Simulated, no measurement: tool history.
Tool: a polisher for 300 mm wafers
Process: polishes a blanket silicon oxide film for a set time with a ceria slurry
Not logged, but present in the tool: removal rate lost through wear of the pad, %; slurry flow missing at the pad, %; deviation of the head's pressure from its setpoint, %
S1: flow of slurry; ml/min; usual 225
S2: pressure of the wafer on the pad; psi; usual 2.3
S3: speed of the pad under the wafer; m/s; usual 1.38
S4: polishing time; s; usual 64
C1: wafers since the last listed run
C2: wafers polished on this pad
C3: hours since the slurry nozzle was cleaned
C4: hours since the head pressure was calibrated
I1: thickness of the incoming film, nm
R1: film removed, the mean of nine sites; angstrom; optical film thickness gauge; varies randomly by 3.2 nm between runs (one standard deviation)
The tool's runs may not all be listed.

| run | hour | S1 | S2 | S3 | S4 | C1 | C2 | C3 | C4 | I1 | R1 |
|---|---|---|---|---|---|---|---|---|---|---|---|
| 1 | 0.0 | 225 | 2.3 | 1.38 | 53 | 0 | 330 | 256.7 | 958.1 | 1443.7 | 2532 |
| 2 | 14.9 | 225 | 2.3 | 1.38 | 53 | 108 | 438 | 271.6 | 973.0 | 1426.5 | 2481 |
| 3 | 26.9 | 225 | 2.3 | 1.38 | 77 | 87 | 526 | 283.6 | 985.0 | 1429.6 | 3594 |
| 4 | 34.4 | 225 | 2.3 | 1.54 | 64 | 54 | 581 | 291.1 | 992.5 | 1433.7 | 3261 |
| 5 | 61.6 | 225 | 2.3 | 1.54 | 64 | 198 | 779 | 318.3 | 1019.7 | 1423.7 | 3187 |
| 6 | 73.0 | 225 | 2.3 | 1.54 | 64 | 83 | 862 | 329.7 | 1031.1 | 1470.9 | 3102 |
| 7 | 89.9 | 225 | 2.3 | 1.38 | 64 | 123 | 985 | 346.6 | 1048.0 | 1409.7 | 2881 |
| 8 | 96.5 | 225 | 2.3 | 1.38 | 64 | 48 | 1033 | 353.2 | 1054.6 | 1436.5 | 2894 |
|  | 110.1 | worn pad replaced by a new one |
| 9 | 110.6 | 225 | 2.3 | 1.38 | 64 | 73 | 3 | 367.3 | 1068.7 | 1437.0 | 3298 |
| 10 | 122.6 | 225 | 2.3 | 1.38 | 64 | 87 | 91 | 379.3 | 1080.7 | 1461.9 | 3234 |
| 11 | 135.8 | 225 | 2.3 | 1.38 | 64 | 96 | 187 | 392.5 | 1093.9 | 1440.8 | 3047 |
| 12 | 147.9 | 225 | 2.3 | 1.38 | 64 | 88 | 275 | 404.6 | 1106.0 | 1425.3 | 3106 |
| 13 | 165.8 | 225 | 2.3 | 1.38 | 64 | 130 | 406 | 422.5 | 1123.9 | 1446.2 | 3000 |
| 14 | 175.7 | 225 | 2.3 | 1.38 | 64 | 72 | 478 | 432.4 | 1133.8 | 1428.1 | 3006 |
| 15 | 189.0 | 225 | 2.3 | 1.38 | 64 | 96 | 575 | 445.7 | 1147.1 | 1433.2 | 2930 |
| 16 | 199.1 | 225 | 2.3 | 1.38 | 64 | 73 | 648 | 455.8 | 1157.2 | 1429.7 | 3020 |
| 17 | 205.5 | 225 | 2.3 | 1.38 | 64 | 46 | 695 | 462.2 | 1163.6 | 1433.2 | 2897 |
| 18 | 223.4 | 225 | 2.3 | 1.38 | 53 | 130 | 825 | 480.1 | 1181.5 | 1429.1 | 2399 |
| 19 | 237.2 | 225 | 2.3 | 1.38 | 83 | 100 | 926 | 493.9 | 1195.3 | 1448.3 | 3717 |
| 20 | 253.2 | 225 | 2.3 | 1.70 | 64 | 116 | 1043 | 509.9 | 1211.3 | 1447.7 | 3456 |
|  | 263.4 | worn pad replaced by a new one |
|  | 266.6 | head pressure recalibrated |
| 21 | 271.2 | 225 | 2.3 | 1.38 | 64 | 87 | 42 | 527.9 | 4.6 | 1458.0 | 3302 |
| 22 | 281.9 | 225 | 2.3 | 1.38 | 64 | 77 | 120 | 538.6 | 15.3 | 1434.2 | 3150 |
| 23 | 294.8 | 295 | 1.9 | 1.38 | 64 | 94 | 214 | 551.5 | 28.2 | 1423.4 | 2683 |
|  | 341.6 | slurry nozzle cleaned |
| 24 | 347.2 | 280 | 2.3 | 0.98 | 83 | 374 | 589 | 5.6 | 80.6 | 1409.2 | 3066 |
| 25 | 354.5 | 285 | 2.3 | 1.14 | 64 | 53 | 642 | 12.9 | 87.9 | 1418.6 | 2645 |
| 26 | 369.2 | 225 | 2.3 | 1.38 | 64 | 107 | 749 | 27.6 | 102.6 | 1434.8 | 3027 |
| 27 | 380.9 | 225 | 1.5 | 1.38 | 64 | 85 | 834 | 39.3 | 114.3 | 1440.8 | 1902 |
|  | 389.7 | worn pad replaced by a new one |
| 28 | 390.2 | 250 | 1.6 | 1.38 | 83 | 38 | 3 | 48.6 | 123.6 | 1440.8 | 2986 |
| 29 | 405.4 | 225 | 2.6 | 1.38 | 86 | 110 | 114 | 63.8 | 138.8 | 1427.4 | 4812 |
| 30 | 430.7 | 200 | 1.7 | 1.18 | 53 | 184 | 298 | 89.1 | 164.1 | 1435.3 | 1610 |
| 31 | 442.2 | 295 | 1.9 | 1.38 | 64 | 83 | 382 | 100.6 | 175.6 | 1420.9 | 2538 |
| 32 | 452.8 | 150 | 2.3 | 1.00 | 64 | 77 | 459 | 111.2 | 186.2 | 1435.9 | 2157 |
| 33 | 461.4 | 225 | 2.3 | 1.38 | 64 | 62 | 522 | 119.8 | 194.8 | 1444.6 | 2943 |
| 34 | 473.6 | 225 | 2.3 | 1.38 | 64 | 88 | 611 | 132.0 | 207.0 | 1428.9 | 2930 |

Difference, measured minus no-hidden-state, one row per run. Run-to-run variation is common to both terms; the gauge's own scatter need not be:
| run | R1 |
|---|---|
| 1 | -237 |
| 2 | -270 |
| 3 | -426 |
| 4 | -402 |
| 5 | -433 |
| 6 | -433 |
| 7 | -412 |
| 8 | -418 |
| 9 | -32 |
| 10 | -124 |
| 11 | -194 |
| 12 | -255 |
| 13 | -309 |
| 14 | -335 |
| 15 | -354 |
| 16 | -382 |
| 17 | -374 |
| 18 | -326 |
| 19 | -518 |
| 20 | -493 |
| 21 | -66 |
| 22 | -133 |
| 23 | -173 |
| 24 | -350 |
| 25 | -312 |
| 26 | -375 |
| 27 | -242 |
| 28 | -45 |
| 29 | -245 |
| 30 | -150 |
| 31 | -269 |
| 32 | -250 |
| 33 | -362 |
| 34 | -383 |

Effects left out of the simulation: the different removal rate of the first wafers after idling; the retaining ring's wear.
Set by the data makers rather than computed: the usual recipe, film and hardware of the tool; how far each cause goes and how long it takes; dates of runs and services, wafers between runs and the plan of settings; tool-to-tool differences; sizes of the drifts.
